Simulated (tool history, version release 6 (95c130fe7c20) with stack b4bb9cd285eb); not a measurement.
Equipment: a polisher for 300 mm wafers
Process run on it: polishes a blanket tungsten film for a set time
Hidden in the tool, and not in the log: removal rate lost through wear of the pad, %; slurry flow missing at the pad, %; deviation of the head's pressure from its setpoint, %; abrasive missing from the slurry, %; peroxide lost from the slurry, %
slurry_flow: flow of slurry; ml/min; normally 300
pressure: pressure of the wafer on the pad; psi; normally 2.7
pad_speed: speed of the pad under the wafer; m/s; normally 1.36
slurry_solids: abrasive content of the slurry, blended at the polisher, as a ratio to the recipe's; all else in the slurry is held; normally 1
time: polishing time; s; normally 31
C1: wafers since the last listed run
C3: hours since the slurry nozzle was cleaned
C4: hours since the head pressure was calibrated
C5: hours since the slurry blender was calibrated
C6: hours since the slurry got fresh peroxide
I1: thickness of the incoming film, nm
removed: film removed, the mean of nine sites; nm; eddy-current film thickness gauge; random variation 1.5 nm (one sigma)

Run 1, hour 0: usual settings; C1 0; wafers polished on this pad 2407; C3 308.5; C4 29.9; C5 81.9; C6 106.3; I1 1413.2. Result: removed 163.2 nm.
At hour 31.9: worn pad replaced by a new one.
Run 2, hour 64.8: usual settings; C1 849; wafers polished on this pad 459; C3 373.3; C4 94.7; C5 146.7; C6 171.1; I1 1394.4. Result: removed 163.5 nm.
At hour 80.5: slurry tank refilled with fresh slurry and peroxide.
At hour 117.1: slurry blender recalibrated.
Run 3, hour 136.6: usual settings; C1 961; wafers polished on this pad 1421; C3 445.1; C4 166.5; C5 19.5; C6 56.1; I1 1384.5. Result: removed 162.8 nm.
At hour 257: worn pad replaced by a new one.
At hour 271.7: slurry tank refilled with fresh slurry and peroxide.
Run 4, hour 327.5: usual settings; C1 2598; wafers polished on this pad 971; C3 636; C4 357.4; C5 210.4; C6 55.8; I1 1401.6. Result: removed 154.9 nm.
At hour 357.2: slurry blender recalibrated.
Run 5, hour 369.7: usual settings; C1 561; wafers polished on this pad 1532; C3 678.2; C4 399.6; C5 12.5; C6 98; I1 1379.7. Result: removed 155.4 nm.
Run 6, hour 429.2: usual settings but pad_speed 1.24 m/s; C1 831; wafers polished on this pad 2364; C3 737.7; C4 459.1; C5 72; C6 157.5; I1 1388.7. Result: removed 144 nm.
Run 7, hour 456.5: usual settings but pad_speed 1.24 m/s; C1 381; wafers polished on this pad 2746; C3 765; C4 486.4; C5 99.3; C6 184.8; I1 1367. Result: removed 142.7 nm.
At hour 460.8: slurry tank refilled with fresh slurry and peroxide.
At hour 473.7: worn pad replaced by a new one.
Run 8, hour 510.3: usual settings but pad_speed 1.24 m/s; C1 682; wafers polished on this pad 511; C3 818.8; C4 540.2; C5 153.1; C6 49.5; I1 1384. Result: removed 139.9 nm.
At hour 531.1: slurry nozzle cleaned.
Run 9, hour 538: usual settings but pressure 2.9 psi; C1 373; wafers polished on this pad 884; C3 6.9; C4 567.9; C5 180.8; C6 77.2; I1 1374.7. Result: removed 157.3 nm.
At hour 543.5: head pressure recalibrated.
Run 10, hour 562.2: usual settings but pressure 2.9 psi; C1 310; wafers polished on this pad 1194; C3 31.1; C4 18.7; C5 205; C6 101.4; I1 1382.9. Result: removed 173.8 nm.
At hour 576.6: slurry blender recalibrated.
Run 11, hour 625.7: usual settings but slurry_flow 360 ml/min, pressure 2.9 psi; C1 859; wafers polished on this pad 2054; C3 94.6; C4 82.2; C5 49.1; C6 164.9; I1 1390.9. Result: removed 177.2 nm.
At hour 643.2: slurry tank refilled with fresh slurry and peroxide.
At hour 660.7: worn pad replaced by a new one.
Run 12, hour 661.2: usual settings but slurry_flow 215 ml/min, slurry_solids 1.1; C1 426; wafers polished on this pad 7; C3 130.1; C4 117.7; C5 84.6; C6 18; I1 1388.9. Result: removed 165.4 nm.
Run 13, hour 717.7: usual settings but pad_speed 1.66 m/s, slurry_solids 0.8; C1 789; wafers polished on this pad 797; C3 186.6; C4 174.2; C5 141.1; C6 74.5; I1 1386. Result: removed 188 nm.
Run 14, hour 754.4: usual settings; C1 513; wafers polished on this pad 1310; C3 223.3; C4 210.9; C5 177.8; C6 111.2; I1 1380.2. Result: removed 166.4 nm.
At hour 790.3: slurry blender recalibrated.
Run 15, hour 833.3: usual settings but pressure 2.9 psi; C1 1074; wafers polished on this pad 2385; C3 302.2; C4 289.8; C5 43; C6 190.1; I1 1384.9. Result: removed 173.8 nm.
At hour 855: slurry tank refilled with fresh slurry and peroxide.
At hour 897: worn pad replaced by a new one.
Run 16, hour 911: usual settings but pad_speed 1.14 m/s, slurry_solids 1.2, time 27 s; C1 1016; wafers polished on this pad 196; C3 379.9; C4 367.5; C5 120.7; C6 56; I1 1379.3. Result: removed 127.8 nm.
Run 17, hour 945.7: usual settings; C1 485; wafers polished on this pad 681; C3 414.6; C4 402.2; C5 155.4; C6 90.7; I1 1412.2. Result: removed 159.7 nm.
Run 18, hour 981.3: usual settings; C1 497; wafers polished on this pad 1178; C3 450.2; C4 437.8; C5 191; C6 126.3; I1 1400.4. Result: removed 157.4 nm.
At hour 1014.7: slurry blender recalibrated.
At hour 1016.6: head pressure recalibrated.
Run 19, hour 1039.2: usual settings but pressure 3.4 psi; C1 755; wafers polished on this pad 1934; C3 508.1; C4 22.6; C5 24.5; C6 184.2; I1 1392.9. Result: removed 197.2 nm.
Run 20, hour 1070.2: usual settings but pad_speed 1.18 m/s; C1 433; wafers polished on this pad 2367; C3 539.1; C4 53.6; C5 55.5; C6 215.2; I1 1384.3. Result: removed 147.6 nm.

Describe how what the log doesn't record of the tool's condition differs between the last listed run preceding each entry between runs and the first listed run following it.
From run 1 to run 2: worn pad replaced by a new one (hour 31.9)
  deviation of the head's pressure from its setpoint, %: -1.54 -> -1.86
  what was measured, less what the result would be without the hidden state, removed: -1.8 -> -2.2 nm
From run 2 to run 3: slurry tank refilled with fresh slurry and peroxide (hour 80.5); slurry blender recalibrated (hour 117.1)
  deviation of the head's pressure from its setpoint, %: -1.86 -> -2.61
  what was measured, less what the result would be without the hidden state, removed: -2.2 -> -3.1 nm
From run 3 to run 4: worn pad replaced by a new one (hour 257); slurry tank refilled with fresh slurry and peroxide (hour 271.7)
  deviation of the head's pressure from its setpoint, %: -2.61 -> -6.57
  what was measured, less what the result would be without the hidden state, removed: -3.1 -> -7.6 nm
From run 4 to run 5: slurry blender recalibrated (hour 357.2)
  deviation of the head's pressure from its setpoint, %: -6.57 -> -7.84
  what was measured, less what the result would be without the hidden state, removed: -7.6 -> -9.3 nm
From run 7 to run 8: slurry tank refilled with fresh slurry and peroxide (hour 460.8); worn pad replaced by a new one (hour 473.7)
  deviation of the head's pressure from its setpoint, %: -10.9 -> -13.1
  what was measured, less what the result would be without the hidden state, removed: -12.1 -> -14.4 nm
From run 8 to run 9: slurry nozzle cleaned (hour 531.1)
  deviation of the head's pressure from its setpoint, %: -13.1 -> -14.3
  what was measured, less what the result would be without the hidden state, removed: -14.4 -> -17.9 nm
From run 9 to run 10: head pressure recalibrated (hour 543.5)
  deviation of the head's pressure from its setpoint, %: -14.3 -> 1.57
  what was measured, less what the result would be without the hidden state, removed: -17.9 -> +2 nm
From run 10 to run 11: slurry blender recalibrated (hour 576.6)
  deviation of the head's pressure from its setpoint, %: 1.57 -> 1.32
  what was measured, less what the result would be without the hidden state, removed: +2 -> +1.6 nm
From run 11 to run 12: slurry tank refilled with fresh slurry and peroxide (hour 643.2); worn pad replaced by a new one (hour 660.7)
  deviation of the head's pressure from its setpoint, %: 1.32 -> 1.04
  what was measured, less what the result would be without the hidden state, removed: +1.6 -> +1.2 nm
From run 14 to run 15: slurry blender recalibrated (hour 790.3)
  deviation of the head's pressure from its setpoint, %: -0.178 -> -1.74
  what was measured, less what the result would be without the hidden state, removed: -0.2 -> -2.2 nm
From run 15 to run 16: slurry tank refilled with fresh slurry and peroxide (hour 855); worn pad replaced by a new one (hour 897)
  deviation of the head's pressure from its setpoint, %: -1.74 -> -3.77
  what was measured, less what the result would be without the hidden state, removed: -2.2 -> -3.6 nm
From run 18 to run 19: slurry blender recalibrated (hour 1014.7); head pressure recalibrated (hour 1016.6)
  deviation of the head's pressure from its setpoint, %: -6.02 -> 0.955
  what was measured, less what the result would be without the hidden state, removed: -7.1 -> +1.3 nm
